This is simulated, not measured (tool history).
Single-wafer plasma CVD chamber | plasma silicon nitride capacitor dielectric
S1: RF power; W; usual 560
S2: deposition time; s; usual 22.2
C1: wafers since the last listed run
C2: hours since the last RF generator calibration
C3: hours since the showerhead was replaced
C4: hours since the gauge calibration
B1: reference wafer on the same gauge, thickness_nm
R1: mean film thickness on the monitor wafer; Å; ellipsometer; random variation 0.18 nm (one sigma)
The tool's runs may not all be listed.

{"run": 1, "hour": 0.0, "S1": 560, "S2": 22.2, "C1": 0, "C2": 335.4, "C3": 4834, "C4": 379.7, "B1": 45.032, "R1": 380.46}
{"run": 2, "hour": 31.0, "S1": 560, "S2": 22.2, "C1": 683, "C2": 366.4, "C3": 4865, "C4": 410.7, "B1": 44.993, "R1": 381.71}
{"run": 3, "hour": 92.5, "S1": 560, "S2": 22.2, "C1": 1356, "C2": 427.9, "C3": 4926.5, "C4": 472.2, "B1": 45.04, "R1": 378.14}
{"run": 4, "hour": 141.7, "S1": 560, "S2": 22.2, "C1": 1085, "C2": 477.1, "C3": 4975.7, "C4": 521.4, "B1": 45.153, "R1": 380.34}
{"run": 5, "hour": 176.1, "S1": 560, "S2": 22.2, "C1": 758, "C2": 511.5, "C3": 5010.1, "C4": 555.8, "B1": 45.126, "R1": 384.85}
{"run": 6, "hour": 232.3, "S1": 560, "S2": 22.2, "C1": 1239, "C2": 567.7, "C3": 5066.3, "C4": 612, "B1": 45.154, "R1": 381.55}
{"run": 7, "hour": 423.3, "S1": 560, "S2": 22.2, "C1": 4212, "C2": 758.7, "C3": 5257.3, "C4": 803, "B1": 45.405, "R1": 385.53}
{"run": 8, "hour": 463.7, "S1": 560, "S2": 22.2, "C1": 891, "C2": 799.1, "C3": 5297.7, "C4": 843.4, "B1": 45.292, "R1": 385.48}
{"run": 9, "hour": 512.1, "S1": 600, "S2": 25.2, "C1": 1067, "C2": 847.5, "C3": 5346.1, "C4": 891.8, "B1": 45.415, "R1": 443.75}
{"run": 10, "hour": 577.8, "S1": 600, "S2": 25.2, "C1": 1449, "C2": 913.2, "C3": 5411.8, "C4": 957.5, "B1": 45.353, "R1": 447.3}
{"run": 11, "hour": 640.4, "S1": 560, "S2": 22.2, "C1": 1380, "C2": 975.8, "C3": 5474.4, "C4": 1020.1, "B1": 45.418, "R1": 382.12}
{"run": 12, "hour": 711.8, "S1": 560, "S2": 22.2, "C1": 1574, "C2": 1047.2, "C3": 5545.8, "C4": 1091.5, "B1": 45.63, "R1": 382.59}
{"run": 13, "hour": 775.2, "S1": 605, "S2": 22.2, "C1": 1398, "C2": 1110.6, "C3": 5609.2, "C4": 1154.9, "B1": 45.636, "R1": 394.22}
{"run": 14, "hour": 821.8, "S1": 605, "S2": 22.2, "C1": 1027, "C2": 1157.2, "C3": 5655.8, "C4": 1201.5, "B1": 45.719, "R1": 394.33}
{"run": 15, "hour": 882.3, "S1": 560, "S2": 22.2, "C1": 1334, "C2": 1217.7, "C3": 5716.3, "C4": 1262, "B1": 45.702, "R1": 384.78}
{"hour": 904.6, "done": "RF generator calibrated"}
{"run": 16, "hour": 1017.7, "S1": 560, "S2": 22.2, "C1": 2810, "C2": 113.1, "C3": 5851.7, "C4": 1397.4, "B1": 45.855, "R1": 388.79}
{"hour": 1066.0, "done": "showerhead replaced"}
{"run": 17, "hour": 1066.5, "S1": 560, "S2": 22.2, "C1": 899, "C2": 161.9, "C3": 0.5, "C4": 1446.2, "B1": 46.002, "R1": 386.74}
{"run": 18, "hour": 1087.7, "S1": 560, "S2": 22.2, "C1": 467, "C2": 183.1, "C3": 21.7, "C4": 1467.4, "B1": 45.904, "R1": 389.47}
{"run": 19, "hour": 1123.0, "S1": 585, "S2": 24.4, "C1": 778, "C2": 218.4, "C3": 57, "C4": 1502.7, "B1": 46.05, "R1": 433.08}
{"run": 20, "hour": 1179.9, "S1": 645, "S2": 22.2, "C1": 1255, "C2": 275.3, "C3": 113.9, "C4": 1559.6, "B1": 46.115, "R1": 403.63}
{"run": 21, "hour": 1226.1, "S1": 645, "S2": 22.2, "C1": 1019, "C2": 321.5, "C3": 160.1, "C4": 1605.8, "B1": 46.174, "R1": 408.09}
{"run": 22, "hour": 1274.8, "S1": 600, "S2": 25.2, "C1": 1074, "C2": 370.2, "C3": 208.8, "C4": 1654.5, "B1": 46.254, "R1": 453.82}
{"run": 23, "hour": 1338.4, "S1": 530, "S2": 19.7, "C1": 1402, "C2": 433.8, "C3": 272.4, "C4": 1718.1, "B1": 46.395, "R1": 344.58}
{"run": 24, "hour": 1379.6, "S1": 485, "S2": 19.5, "C1": 908, "C2": 475, "C3": 313.6, "C4": 1759.3, "B1": 46.424, "R1": 331.17}
{"run": 25, "hour": 1416.7, "S1": 650, "S2": 25.3, "C1": 818, "C2": 512.1, "C3": 350.7, "C4": 1796.4, "B1": 46.456, "R1": 471.82}
{"run": 26, "hour": 1470.0, "S1": 560, "S2": 22.2, "C1": 1175, "C2": 565.4, "C3": 404, "C4": 1849.7, "B1": 46.603, "R1": 389.97}
{"run": 27, "hour": 1511.0, "S1": 525, "S2": 19.2, "C1": 904, "C2": 606.4, "C3": 445, "C4": 1890.7, "B1": 46.685, "R1": 335.85}
{"run": 28, "hour": 1554.6, "S1": 470, "S2": 20.9, "C1": 961, "C2": 650, "C3": 488.6, "C4": 1934.3, "B1": 46.633, "R1": 348.89}
{"run": 29, "hour": 1593.2, "S1": 485, "S2": 17.9, "C1": 851, "C2": 688.6, "C3": 527.2, "C4": 1972.9, "B1": 46.804, "R1": 303.36}
{"hour": 1626.8, "done": "gauge calibrated"}
{"run": 30, "hour": 1659.1, "S1": 560, "S2": 22.2, "C1": 1453, "C2": 754.5, "C3": 593.1, "C4": 32.3, "B1": 44.569, "R1": 378.39}
{"run": 31, "hour": 1698.4, "S1": 610, "S2": 23.4, "C1": 866, "C2": 793.8, "C3": 632.4, "C4": 71.6, "B1": 44.683, "R1": 408.16}
{"run": 32, "hour": 1768.9, "S1": 560, "S2": 22.2, "C1": 1555, "C2": 864.3, "C3": 702.9, "C4": 142.1, "B1": 44.591, "R1": 378.35}
{"run": 33, "hour": 1794.3, "S1": 595, "S2": 19.7, "C1": 560, "C2": 889.7, "C3": 728.3, "C4": 167.5, "B1": 44.628, "R1": 343.44}
{"run": 34, "hour": 1866.5, "S1": 560, "S2": 22.2, "C1": 1592, "C2": 961.9, "C3": 800.5, "C4": 239.7, "B1": 44.584, "R1": 378.2}
{"run": 35, "hour": 1916.2, "S1": 530, "S2": 22.2, "C1": 1096, "C2": 1011.6, "C3": 850.2, "C4": 289.4, "B1": 44.632, "R1": 371.18}
{"run": 36, "hour": 1980.6, "S1": 520, "S2": 23.7, "C1": 1420, "C2": 1076, "C3": 914.6, "C4": 353.8, "B1": 44.606, "R1": 391.47}
{"run": 37, "hour": 2060.1, "S1": 595, "S2": 22.2, "C1": 1753, "C2": 1155.5, "C3": 994.1, "C4": 433.3, "B1": 44.61, "R1": 386.01}
{"hour": 2097.8, "done": "RF generator calibrated"}
{"run": 38, "hour": 2104.3, "S1": 490, "S2": 20.2, "C1": 798, "C2": 6.5, "C3": 1038.3, "C4": 477.5, "B1": 44.594, "R1": 333.05}
{"run": 39, "hour": 2134.7, "S1": 560, "S2": 22.2, "C1": 670, "C2": 36.9, "C3": 1068.7, "C4": 507.9, "B1": 44.754, "R1": 379.1}
{"run": 40, "hour": 2194.5, "S1": 560, "S2": 22.2, "C1": 1319, "C2": 96.7, "C3": 1128.5, "C4": 567.7, "B1": 44.738, "R1": 377.47}
{"run": 41, "hour": 2257.4, "S1": 590, "S2": 18.5, "C1": 1387, "C2": 159.6, "C3": 1191.4, "C4": 630.6, "B1": 44.791, "R1": 322.52}
{"run": 42, "hour": 2292.9, "S1": 495, "S2": 17.8, "C1": 783, "C2": 195.1, "C3": 1226.9, "C4": 666.1, "B1": 44.819, "R1": 290.47}
{"run": 43, "hour": 2345.2, "S1": 595, "S2": 26.4, "C1": 1153, "C2": 247.4, "C3": 1279.2, "C4": 718.4, "B1": 44.874, "R1": 459.57}

5 ways to go on from here, each from the tool as it stands after run 43. What would each give?
{"run": "A", "hour": 2345.6, "S1": 560, "S2": 22.2, "C1": 8, "C2": 247.8, "C3": 1279.6, "C4": 718.8, "B1": "?", "R1": "?"}
{"run": "B", "hour": 2345.6, "S1": 670, "S2": 25.5, "C1": 8, "C2": 247.8, "C3": 1279.6, "C4": 718.8, "B1": "?", "R1": "?"}
{"run": "C", "hour": 2345.6, "S1": 560, "S2": 18.6, "C1": 8, "C2": 247.8, "C3": 1279.6, "C4": 718.8, "B1": "?", "R1": "?"}
{"run": "D", "hour": 2345.6, "S1": 525, "S2": 19.9, "C1": 8, "C2": 247.8, "C3": 1279.6, "C4": 718.8, "B1": "?", "R1": "?"}
{"run": "E", "hour": 2345.6, "S1": 615, "S2": 22.2, "C1": 8, "C2": 247.8, "C3": 1279.6, "C4": 718.8, "B1": "?", "R1": "?"}

run=A B1=44.879 R1=381.89
run=B B1=44.879 R1=464.95
run=C B1=44.879 R1=319.96
run=D B1=44.879 R1=335.15
run=E B1=44.879 R1=393.73
Without the tool's hidden state the same runs would have given:
run=A R1=382.62
run=B R1=465.84
run=C R1=320.57
run=D R1=335.79
run=E R1=394.47

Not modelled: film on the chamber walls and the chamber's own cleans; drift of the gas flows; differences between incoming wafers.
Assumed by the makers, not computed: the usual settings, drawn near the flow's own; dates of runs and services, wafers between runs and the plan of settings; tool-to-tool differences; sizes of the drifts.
